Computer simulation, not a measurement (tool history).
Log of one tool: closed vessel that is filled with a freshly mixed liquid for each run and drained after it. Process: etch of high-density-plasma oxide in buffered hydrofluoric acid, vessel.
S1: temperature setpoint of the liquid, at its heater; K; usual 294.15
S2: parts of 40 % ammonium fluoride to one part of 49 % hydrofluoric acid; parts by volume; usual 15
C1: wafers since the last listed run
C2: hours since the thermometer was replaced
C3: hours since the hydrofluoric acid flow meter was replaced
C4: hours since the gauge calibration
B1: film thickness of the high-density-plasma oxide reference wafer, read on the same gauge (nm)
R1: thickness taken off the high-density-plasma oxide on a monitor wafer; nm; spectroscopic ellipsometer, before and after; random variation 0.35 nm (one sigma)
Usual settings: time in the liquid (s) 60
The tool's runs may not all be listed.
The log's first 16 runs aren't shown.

Run 17, hour 778.3: usual settings but S2 16 parts by volume, time in the liquid (s) 35; C1 3005; C2 1976; C3 1760.7; C4 1002.7; B1 30. Result: R1 23.35 nm.
Run 18, hour 834.3: usual settings but S1 297.15 K, S2 9.5 parts by volume, time in the liquid (s) 35; C1 3596; C2 2032; C3 1816.7; C4 1058.7; B1 30.01. Result: R1 45.5 nm.
At hour 876.7: hydrofluoric acid flow meter replaced.
At hour 878.6: gauge calibrated.
Run 19, hour 880.6: usual settings but S1 290.15 K, S2 16.5 parts by volume, time in the liquid (s) 35; C1 2908; C2 2078.3; C3 3.9; C4 2; B1 30. Result: R1 17.4 nm.
At hour 985.8: thermometer replaced.
Run 20, hour 1030.9: usual settings but S1 296.65 K, S2 19.5 parts by volume, time in the liquid (s) 85; C1 9587; C2 45.1; C3 154.2; C4 152.3; B1 30. Result: R1 52.82 nm.
Run 21, hour 1096.6: usual settings but S1 298.65 K, time in the liquid (s) 45; C1 4219; C2 110.8; C3 219.9; C4 218; B1 30. Result: R1 39.87 nm.
Run 22, hour 1156.3: usual settings but S1 290.15 K, time in the liquid (s) 90; C1 3833; C2 170.5; C3 279.6; C4 277.7; B1 30. Result: R1 49.32 nm.
Run 23, hour 1199.4: usual settings; C1 2767; C2 213.6; C3 322.7; C4 320.8; B1 30.01. Result: R1 40.76 nm.
Run 24, hour 1224: usual settings; C1 1579; C2 238.2; C3 347.3; C4 345.4; B1 30. Result: R1 41.33 nm.
Run 25, hour 1288.6: usual settings but S1 296.15 K; C1 4148; C2 302.8; C3 411.9; C4 410; B1 30.01. Result: R1 45.42 nm.
At hour 1315.4: hydrofluoric acid flow meter replaced, repeated, since the last time left the tool worse.
Run 26, hour 1337.9: usual settings but S1 299.15 K, S2 17 parts by volume; C1 3101; C2 352.1; C3 22.5; C4 459.3; B1 30.01. Result: R1 52.44 nm.
Run 27, hour 1387.1: usual settings; C1 3159; C2 401.3; C3 71.7; C4 508.5; B1 30.02. Result: R1 44.55 nm.
Run 28, hour 1445.3: usual settings but S2 17.5 parts by volume; C1 3737; C2 459.5; C3 129.9; C4 566.7; B1 29.99. Result: R1 37.95 nm.
Run 29, hour 1507.8: usual settings but S1 292.15 K, time in the liquid (s) 35; C1 4013; C2 522; C3 192.4; C4 629.2; B1 29.99. Result: R1 23.02 nm.
Run 30, hour 1546.6: usual settings but S1 298.65 K, S2 20.5 parts by volume; C1 2491; C2 560.8; C3 231.2; C4 668; B1 30. Result: R1 41.84 nm.
Run 31, hour 1604.2: usual settings but S1 290.65 K, S2 12.5 parts by volume, time in the liquid (s) 30; C1 3698; C2 618.4; C3 288.8; C4 725.6; B1 30. Result: R1 21.4 nm.
Run 32, hour 1673.7: usual settings; C1 4463; C2 687.9; C3 358.3; C4 795.1; B1 30. Result: R1 43.89 nm.

3 ways to go on from here, each from the tool as it stands after run 32. What would each give?
Run A, hour 1674.4: usual settings but S2 10 parts by volume; C1 44; C2 688.6; C3 359; C4 795.8; B1 ?. Result: R1 ?.
Run B, hour 1674.4: usual settings but S1 290.15 K, time in the liquid (s) 45; C1 44; C2 688.6; C3 359; C4 795.8; B1 ?. Result: R1 ?.
Run C, hour 1674.4: usual settings but S1 297.15 K, time in the liquid (s) 45; C1 44; C2 688.6; C3 359; C4 795.8; B1 ?. Result: R1 ?.

run     B1     R1
  A  29.98  65.98
  B  29.98  26.55
  C  29.98  39.27
Without the tool's hidden state the same runs would have given:
run     R1
  A  66.68
  B  26.84
  C  39.69
